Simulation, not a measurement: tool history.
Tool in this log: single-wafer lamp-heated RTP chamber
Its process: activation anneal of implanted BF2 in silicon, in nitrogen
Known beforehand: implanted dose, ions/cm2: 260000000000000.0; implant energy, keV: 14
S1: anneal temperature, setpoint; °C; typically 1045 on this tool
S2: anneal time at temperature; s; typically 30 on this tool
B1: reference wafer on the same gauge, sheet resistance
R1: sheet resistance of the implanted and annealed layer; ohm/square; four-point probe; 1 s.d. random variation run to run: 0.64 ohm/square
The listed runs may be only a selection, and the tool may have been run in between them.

Run 1, hour 0.0: usual settings; B1 475.11. Result: R1 423.92 ohm/square.
Run 2, hour 60.4: usual settings; B1 475.09. Result: R1 424.44 ohm/square.
At hour 85.4: pyrometer window cleaned and pyrometer calibrated.
Run 3, hour 113.4: usual settings; B1 475.12. Result: R1 425.50 ohm/square.
Run 4, hour 166.7: usual settings; B1 474.98. Result: R1 424.95 ohm/square.
Run 5, hour 196.9: usual settings; B1 475.02. Result: R1 424.50 ohm/square.
Run 6, hour 227.6: usual settings; B1 475.36. Result: R1 425.39 ohm/square.
Run 7, hour 287.7: usual settings but S1 1064 °C; B1 475.07. Result: R1 415.96 ohm/square.
Run 8, hour 352.5: usual settings but S1 1064 °C; B1 475.08. Result: R1 416.97 ohm/square.
Run 9, hour 381.7: usual settings but S1 1064 °C; B1 474.73. Result: R1 416.45 ohm/square.
Run 10, hour 414.3: usual settings; B1 474.87. Result: R1 422.31 ohm/square.
At hour 579.9: gauge calibrated.
Run 11, hour 585.4: usual settings; B1 474.92. Result: R1 423.11 ohm/square.
Run 12, hour 645.9: usual settings; B1 475.02. Result: R1 421.73 ohm/square.
Run 13, hour 692.2: usual settings; B1 475.06. Result: R1 421.71 ohm/square.
Run 14, hour 740.5: usual settings; B1 475.23. Result: R1 421.73 ohm/square.
Run 15, hour 790.4: usual settings; B1 475.33. Result: R1 421.39 ohm/square.
Run 16, hour 821.3: usual settings but S1 1027 °C, S2 42 s; B1 475.17. Result: R1 420.70 ohm/square.
Run 17, hour 884.7: usual settings; B1 475.14. Result: R1 420.35 ohm/square.
At hour 950.8: pyrometer window cleaned and pyrometer calibrated.
Run 18, hour 951.1: usual settings but S1 1053 °C; B1 475.30. Result: R1 422.46 ohm/square.
Run 19, hour 995.7: usual settings; B1 475.01. Result: R1 423.60 ohm/square.
Run 20, hour 1062.6: usual settings; B1 474.98. Result: R1 422.94 ohm/square.
At hour 1092.7: reflector plate cleaned.
Run 21, hour 1117.7: usual settings but S1 1023 °C, S2 21 s; B1 474.97. Result: R1 435.40 ohm/square.
Run 22, hour 1168.9: usual settings but S1 1073 °C, S2 12 s; B1 474.94. Result: R1 432.08 ohm/square.
Run 23, hour 1197.4: usual settings but S1 1061 °C, S2 14 s; B1 474.95. Result: R1 432.06 ohm/square.
Run 24, hour 1236.5: usual settings but S1 1021 °C, S2 22 s; B1 474.98. Result: R1 435.28 ohm/square.
Run 25, hour 1267.8: usual settings but S1 1071 °C, S2 18 s; B1 474.95. Result: R1 423.57 ohm/square.
Run 26, hour 1301.9: usual settings but S2 42 s; B1 474.97. Result: R1 418.28 ohm/square.
Run 27, hour 1344.4: usual settings but S1 1016 °C, S2 25 s; B1 474.92. Result: R1 433.37 ohm/square.
Run 28, hour 1398.6: usual settings but S1 1057 °C, S2 39 s; B1 474.78. Result: R1 414.17 ohm/square.
Run 29, hour 1422.7: usual settings but S2 22 s; B1 474.74. Result: R1 429.64 ohm/square.

Consider 5 possible next runs. They are alternatives, not a sequence: every one starts from the tool as it was left by run 29. What does each give?
Run A, hour 1423.1: usual settings; B1 ?. Result: R1 ?.
Run B, hour 1423.1: usual settings but S2 40 s; B1 ?. Result: R1 ?.
Run C, hour 1423.1: usual settings but S1 1027 °C, S2 48 s; B1 ?. Result: R1 ?.
Run D, hour 1423.1: usual settings but S1 1059 °C, S2 41 s; B1 ?. Result: R1 ?.
Run E, hour 1423.1: usual settings but S1 1037 °C; B1 ?. Result: R1 ?.

run      B1      R1
  A  474.76  423.49
  B  474.76  418.07
  C  474.76  421.01
  D  474.76  411.45
  E  474.76  426.11
The same runs, with their run-to-run variation unchanged, on a tool lacking any hidden condition would have given:
run      R1
  A  427.14
  B  422.31
  C  424.49
  D  416.59
  E  429.15
